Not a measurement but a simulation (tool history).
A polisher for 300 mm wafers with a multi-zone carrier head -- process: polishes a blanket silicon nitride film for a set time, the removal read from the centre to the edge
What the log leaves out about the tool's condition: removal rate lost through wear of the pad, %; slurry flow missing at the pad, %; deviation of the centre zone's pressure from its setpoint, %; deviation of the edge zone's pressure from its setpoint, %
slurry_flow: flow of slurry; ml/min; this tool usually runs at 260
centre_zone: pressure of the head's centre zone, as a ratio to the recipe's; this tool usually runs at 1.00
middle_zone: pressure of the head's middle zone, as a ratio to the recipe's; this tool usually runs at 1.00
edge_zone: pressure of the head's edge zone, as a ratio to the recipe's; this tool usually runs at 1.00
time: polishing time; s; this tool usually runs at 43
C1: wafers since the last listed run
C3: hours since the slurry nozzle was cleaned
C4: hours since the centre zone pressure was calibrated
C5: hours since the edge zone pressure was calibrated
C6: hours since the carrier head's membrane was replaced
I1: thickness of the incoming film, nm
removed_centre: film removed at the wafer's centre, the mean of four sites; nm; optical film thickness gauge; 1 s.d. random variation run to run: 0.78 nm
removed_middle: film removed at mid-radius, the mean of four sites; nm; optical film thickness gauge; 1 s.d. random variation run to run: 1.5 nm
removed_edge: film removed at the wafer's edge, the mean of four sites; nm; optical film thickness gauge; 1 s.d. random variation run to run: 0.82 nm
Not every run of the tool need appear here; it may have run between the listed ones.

Run 1, day 0.000: usual settings but slurry_flow 285 ml/min; C1 0; wafers polished on this pad 8180; C3 81.6; C4 701.2; C5 537.7; C6 154.3; I1 578.0. Result: removed_centre 102.5 nm, removed_middle 99.6 nm, removed_edge 102.9 nm.
At day 2.617: worn pad replaced by a new one.
Run 2, day 3.192: usual settings; C1 841; wafers polished on this pad 159; C3 158.2; C4 777.8; C5 614.3; C6 230.9; I1 572.6. Result: removed_centre 101.7 nm, removed_middle 97.5 nm, removed_edge 100.6 nm.
Run 3, day 5.017: usual settings but middle_zone 0.89, time 37 s; C1 507; wafers polished on this pad 667; C3 202.0; C4 821.6; C5 658.1; C6 274.7; I1 572.6. Result: removed_centre 87.1 nm, removed_middle 75.7 nm, removed_edge 85.3 nm.
Run 4, day 8.625: usual settings; C1 1003; wafers polished on this pad 1670; C3 288.6; C4 908.2; C5 744.7; C6 361.3; I1 571.1. Result: removed_centre 99.5 nm, removed_middle 92.3 nm, removed_edge 100.7 nm.
Run 5, day 11.533: usual settings; C1 808; wafers polished on this pad 2479; C3 358.4; C4 978.0; C5 814.5; C6 431.1; I1 559.5. Result: removed_centre 99.6 nm, removed_middle 95.2 nm, removed_edge 100.0 nm.
At day 11.871: edge zone pressure recalibrated.
At day 14.000: centre zone pressure recalibrated.
Run 6, day 15.288: usual settings but slurry_flow 190 ml/min, centre_zone 1.11, edge_zone 1.10, time 28 s; C1 997; wafers polished on this pad 3477; C3 448.5; C4 30.9; C5 82.0; C6 521.2; I1 569.2. Result: removed_centre 68.0 nm, removed_middle 57.3 nm, removed_edge 66.0 nm.
Run 7, day 21.071: usual settings but slurry_flow 290 ml/min, centre_zone 0.91, middle_zone 1.09, edge_zone 1.09; C1 1608; wafers polished on this pad 5085; C3 587.3; C4 169.7; C5 220.8; C6 660.0; I1 561.7. Result: removed_centre 92.2 nm, removed_middle 103.6 nm, removed_edge 104.4 nm.
Run 8, day 23.971: usual settings; C1 806; wafers polished on this pad 5891; C3 656.9; C4 239.3; C5 290.4; C6 729.6; I1 577.6. Result: removed_centre 99.0 nm, removed_middle 92.5 nm, removed_edge 100.2 nm.
Run 9, day 28.542: usual settings but slurry_flow 215 ml/min, edge_zone 0.91; C1 1271; wafers polished on this pad 7162; C3 766.6; C4 349.0; C5 400.1; C6 839.3; I1 579.1. Result: removed_centre 95.7 nm, removed_middle 90.9 nm, removed_edge 93.6 nm.
Run 10, day 30.408: usual settings but time 37 s; C1 519; wafers polished on this pad 7681; C3 811.4; C4 393.8; C5 444.9; C6 884.1; I1 572.5. Result: removed_centre 86.1 nm, removed_middle 79.2 nm, removed_edge 85.1 nm.
At day 31.046: slurry nozzle cleaned.
Run 11, day 33.433: usual settings but centre_zone 1.07, middle_zone 1.07; C1 829; wafers polished on this pad 8511; C3 57.3; C4 466.4; C5 517.5; C6 956.7; I1 570.6. Result: removed_centre 109.3 nm, removed_middle 99.2 nm, removed_edge 101.7 nm.
At day 36.604: worn pad replaced by a new one.
Run 12, day 37.042: usual settings but slurry_flow 330 ml/min, centre_zone 1.09, edge_zone 0.93; C1 957; wafers polished on this pad 121; C3 143.9; C4 553.0; C5 604.1; C6 1043.3; I1 568.0. Result: removed_centre 113.8 nm, removed_middle 99.4 nm, removed_edge 98.8 nm.

Expected results for the next run?
Run 13, day 39.746: usual settings but centre_zone 1.07, middle_zone 1.07; C1 751; wafers polished on this pad 873; C3 208.8; C4 617.9; C5 669.0; C6 1108.2; I1 559.1. Result: removed_centre ?, removed_middle ?, removed_edge ?.

Run 13 yielded removed_centre 108.2 nm, removed_middle 102.7 nm, removed_edge 100.8 nm.
With no hidden state in the tool, this same run would have given removed_centre 110.4 nm, removed_middle 104.6 nm, removed_edge 102.2 nm.
